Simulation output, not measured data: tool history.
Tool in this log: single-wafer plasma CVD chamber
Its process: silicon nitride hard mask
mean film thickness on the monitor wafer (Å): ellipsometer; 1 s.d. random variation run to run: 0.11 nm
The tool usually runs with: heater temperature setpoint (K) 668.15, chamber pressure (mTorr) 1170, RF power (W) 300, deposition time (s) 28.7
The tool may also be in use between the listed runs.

| run | hour | heater temperature setpoint (K) | chamber pressure (mTorr) | RF power (W) | deposition time (s) | wafers since the last listed run | hours since the last thermocouple change | hours since the last RF generator calibration | hours since the last manometer calibration | hours since the showerhead was replaced | hours since the gauge calibration | read-back reference wafer on the same gauge, thickness_nm | mean film thickness on the monitor wafer (Å) |
|---|---|---|---|---|---|---|---|---|---|---|---|---|---|
| 1 | 0 | 668.15 | 1170 | 300 | 28.7 | 0 | 2143.8 | 700.8 | 955.8 | 4087.1 | 851.2 | 25.402 | 282.67 |
| 2 | 68 | 668.15 | 1170 | 300 | 28.7 | 989 | 2211.8 | 768.8 | 1023.8 | 4155.1 | 919.2 | 25.394 | 282.1 |
| 3 | 151.5 | 668.15 | 1170 | 300 | 28.7 | 1214 | 2295.3 | 852.3 | 1107.3 | 4238.6 | 1002.7 | 25.402 | 282.45 |
|  | 239.6 | capacitance manometer re-zeroed and calibrated |
| 4 | 254.6 | 668.15 | 1170 | 300 | 28.7 | 1383 | 2398.4 | 955.4 | 15 | 4341.7 | 1105.8 | 25.458 | 282.67 |
| 5 | 337.4 | 668.15 | 1170 | 340 | 26.8 | 1204 | 2481.2 | 1038.2 | 97.8 | 4424.5 | 1188.6 | 25.413 | 275 |
| 6 | 419.2 | 668.15 | 1170 | 300 | 28.7 | 1190 | 2563 | 1120 | 179.6 | 4506.3 | 1270.4 | 25.379 | 279.39 |
| 7 | 514 | 668.15 | 1170 | 300 | 28.7 | 1379 | 2657.8 | 1214.8 | 274.4 | 4601.1 | 1365.2 | 25.4 | 280.2 |
| 8 | 592 | 668.15 | 1170 | 300 | 28.7 | 1134 | 2735.8 | 1292.8 | 352.4 | 4679.1 | 1443.2 | 25.409 | 280.66 |
| 9 | 632.9 | 668.15 | 1170 | 300 | 28.7 | 595 | 2776.7 | 1333.7 | 393.3 | 4720 | 1484.1 | 25.407 | 278.5 |
| 10 | 688 | 668.15 | 1170 | 300 | 28.7 | 801 | 2831.8 | 1388.8 | 448.4 | 4775.1 | 1539.2 | 25.401 | 279.58 |
| 11 | 732.5 | 663.15 | 1170 | 300 | 30.1 | 647 | 2876.3 | 1433.3 | 492.9 | 4819.6 | 1583.7 | 25.394 | 292.65 |
|  | 793.9 | gauge calibrated |
|  | 835.4 | thermocouple changed; heater temperature recalibrated |
| 12 | 835.9 | 668.15 | 1170 | 300 | 28.7 | 1387 | 0.5 | 1536.7 | 596.3 | 4923 | 42 | 25.389 | 279.11 |
| 13 | 908.2 | 668.15 | 1170 | 300 | 28.7 | 1051 | 72.8 | 1609 | 668.6 | 4995.3 | 114.3 | 25.387 | 280.19 |
| 14 | 952.6 | 668.15 | 1170 | 300 | 28.7 | 645 | 117.2 | 1653.4 | 713 | 5039.7 | 158.7 | 25.401 | 279.18 |
| 15 | 1007 | 668.15 | 1350 | 275 | 26 | 791 | 171.6 | 1707.8 | 767.4 | 5094.1 | 213.1 | 25.443 | 257.95 |
| 16 | 1057.4 | 668.15 | 1460 | 260 | 28.7 | 733 | 222 | 1758.2 | 817.8 | 5144.5 | 263.5 | 25.448 | 286.17 |
| 17 | 1118.7 | 668.15 | 1170 | 300 | 28.7 | 891 | 283.3 | 1819.5 | 879.1 | 5205.8 | 324.8 | 25.416 | 282.46 |
|  | 1139.8 | RF generator calibrated |
| 18 | 1157.1 | 660.15 | 1170 | 250 | 28.7 | 442 | 321.7 | 17.3 | 917.5 | 5244.2 | 363.2 | 25.363 | 262.14 |
|  | 1241.8 | capacitance manometer re-zeroed and calibrated |
| 19 | 1247.5 | 668.15 | 1280 | 300 | 28.7 | 1198 | 412.1 | 107.7 | 5.7 | 5334.6 | 453.6 | 25.409 | 285.79 |
| 20 | 1314.3 | 663.15 | 1170 | 300 | 30.1 | 971 | 478.9 | 174.5 | 72.5 | 5401.4 | 520.4 | 25.402 | 290.58 |
|  | 1387.3 | showerhead replaced |
| 21 | 1418.5 | 676.15 | 1070 | 265 | 30.5 | 1399 | 583.1 | 278.7 | 176.7 | 31.2 | 624.6 | 25.389 | 272.31 |
| 22 | 1460.9 | 668.15 | 1170 | 300 | 28.7 | 616 | 625.5 | 321.1 | 219.1 | 73.6 | 667 | 25.4 | 276.27 |
|  | 1489.9 | RF generator calibrated, repeated, since the last time left the tool worse |
| 23 | 1526.2 | 668.15 | 1170 | 300 | 28.7 | 833 | 690.8 | 36.3 | 284.4 | 138.9 | 732.3 | 25.408 | 285.92 |
| 24 | 1583.3 | 682.15 | 1170 | 300 | 28.7 | 830 | 747.9 | 93.4 | 341.5 | 196 | 789.4 | 25.349 | 282.51 |
| 25 | 1677.5 | 656.15 | 1170 | 255 | 23.2 | 1370 | 842.1 | 187.6 | 435.7 | 290.2 | 883.6 | 25.365 | 219.01 |
| 26 | 1715.1 | 662.15 | 1170 | 300 | 23.7 | 547 | 879.7 | 225.2 | 473.3 | 327.8 | 921.2 | 25.436 | 237.01 |
| 27 | 1821.1 | 680.15 | 1400 | 270 | 32 | 1542 | 985.7 | 331.2 | 579.3 | 433.8 | 1027.2 | 25.393 | 322.75 |
| 28 | 1874.1 | 668.15 | 1170 | 300 | 28.7 | 771 | 1038.7 | 384.2 | 632.3 | 486.8 | 1080.2 | 25.435 | 282.37 |

Measured minus without-hidden-state, run by run (identical run-to-run variation in each term; gauge scatter may differ):
Hidden conditions of the tool in this case: wafer temperature above the value expected at the setpoint (K); delivered RF power above the setpoint (%); true pressure above the setpoint (%); gauge reads high (%).
| run | mean film thickness on the monitor wafer (Å) |
|---|---|
| 1 | -4.21 |
| 2 | -4.35 |
| 3 | -4.51 |
| 4 | -4.67 |
| 5 | -4.52 |
| 6 | -4.83 |
| 7 | -4.94 |
| 8 | -5.02 |
| 9 | -5 |
| 10 | -5.07 |
| 11 | -5.34 |
| 12 | -5.15 |
| 13 | -5.21 |
| 14 | -5.21 |
| 15 | -4.84 |
| 16 | -5.39 |
| 17 | -5.34 |
| 18 | -8.17 |
| 19 | -9.25 |
| 20 | -9.82 |
| 21 | -9.86 |
| 22 | -10.07 |
| 23 | -0.57 |
| 24 | -0.93 |
| 25 | -1.13 |
| 26 | -1.39 |
| 27 | -2.43 |
| 28 | -2.33 |
